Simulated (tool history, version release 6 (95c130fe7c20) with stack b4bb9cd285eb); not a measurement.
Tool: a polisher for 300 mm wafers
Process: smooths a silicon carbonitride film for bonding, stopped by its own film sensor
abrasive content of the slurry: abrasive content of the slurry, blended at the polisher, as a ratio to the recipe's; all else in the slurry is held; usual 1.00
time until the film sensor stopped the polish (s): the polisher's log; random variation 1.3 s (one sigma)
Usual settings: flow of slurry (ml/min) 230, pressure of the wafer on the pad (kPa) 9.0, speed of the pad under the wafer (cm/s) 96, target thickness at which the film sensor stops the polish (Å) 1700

run	day	flow of slurry (ml/min)	pressure of the wafer on the pad (kPa)	speed of the pad under the wafer (cm/s)	abrasive content of the slurry	target thickness at which the film sensor stops the polish (Å)	incoming thickness of the incoming film, nm	time until the film sensor stopped the polish (s)
1	0.000	230	9.0	96	1.00	1700	187.7	125.9
2	2.233	270	9.0	96	1.00	1700	191.1	148.7
3	3.738	270	9.0	96	1.00	1700	192.0	157.9
4	5.829	270	9.0	96	1.00	1700	187.5	125.2
# day 6.179: slurry nozzle cleaned
# day 6.492: head pressure recalibrated
5	9.212	255	9.0	96	1.00	1700	187.7	124.0
6	11.875	290	9.0	96	1.00	1650	193.3	196.9
7	15.212	230	9.0	96	1.00	1700	190.5	143.4
# day 17.804: slurry blender recalibrated
# day 18.992: worn pad replaced by a new one
8	19.012	230	9.0	96	1.30	1700	190.4	127.6
9	20.417	230	11.7	96	1.00	1700	189.3	111.6
10	24.488	150	9.0	96	1.00	1660	191.7	191.4
11	28.571	230	9.0	96	1.00	1700	190.2	143.3
12	30.671	230	6.9	70	1.00	1650	188.8	260.4
13	33.088	230	9.0	62	1.00	1700	189.1	190.6
14	35.058	290	10.3	122	1.15	1700	189.1	97.0
15	36.800	230	9.0	84	0.75	1700	190.1	180.6
16	38.400	230	9.0	68	1.00	1700	189.4	183.8
# day 40.775: head pressure recalibrated
# day 40.804: slurry nozzle cleaned
17	41.092	230	9.0	84	1.00	1700	191.0	160.5
18	44.729	230	9.0	124	0.90	1730	192.8	119.7
19	46.600	230	9.0	128	1.00	1700	192.6	126.4
# day 48.983: worn pad replaced by a new one
20	49.133	230	11.0	96	0.85	1720	189.5	109.6
# day 49.962: slurry blender recalibrated
21	52.696	230	9.0	96	0.80	1700	188.4	141.0
22	56.050	230	9.0	96	1.00	1700	187.6	123.6
23	58.025	230	9.0	96	1.00	1700	190.5	143.1
24	59.696	230	9.0	96	1.00	1700	188.5	132.1
25	62.296	230	9.0	96	1.00	1700	192.9	162.1
# day 68.183: head pressure recalibrated
26	72.833	230	9.0	96	1.00	1700	191.0	146.1
# day 74.538: slurry nozzle cleaned
# day 77.021: slurry blender recalibrated
27	79.075	230	9.0	96	1.00	1660	190.9	172.5
28	80.642	270	9.0	96	1.00	1700	190.5	142.5
# day 83.512: worn pad replaced by a new one
29	88.696	230	9.0	96	1.00	1700	188.6	130.3

5 ways to go on from here, each from the tool as it stands after run 29. What would each give?
A	88.717	230	9.0	96	1.00	1700	192.2	?
B	88.717	295	9.7	96	1.00	1700	192.2	?
C	88.717	300	9.0	96	1.15	1700	192.2	?
D	88.717	230	9.0	86	1.10	1700	192.2	?
E	88.717	230	7.6	108	1.00	1700	192.2	?

run	time until the film sensor stopped the polish (s)
A	159.8
B	148.1
C	148.1
D	167.2
E	164.8
Without the tool's hidden state the same runs would have given:
run	time until the film sensor stopped the polish (s)
A	156.9
B	145.5
C	145.5
D	164.2
E	161.9
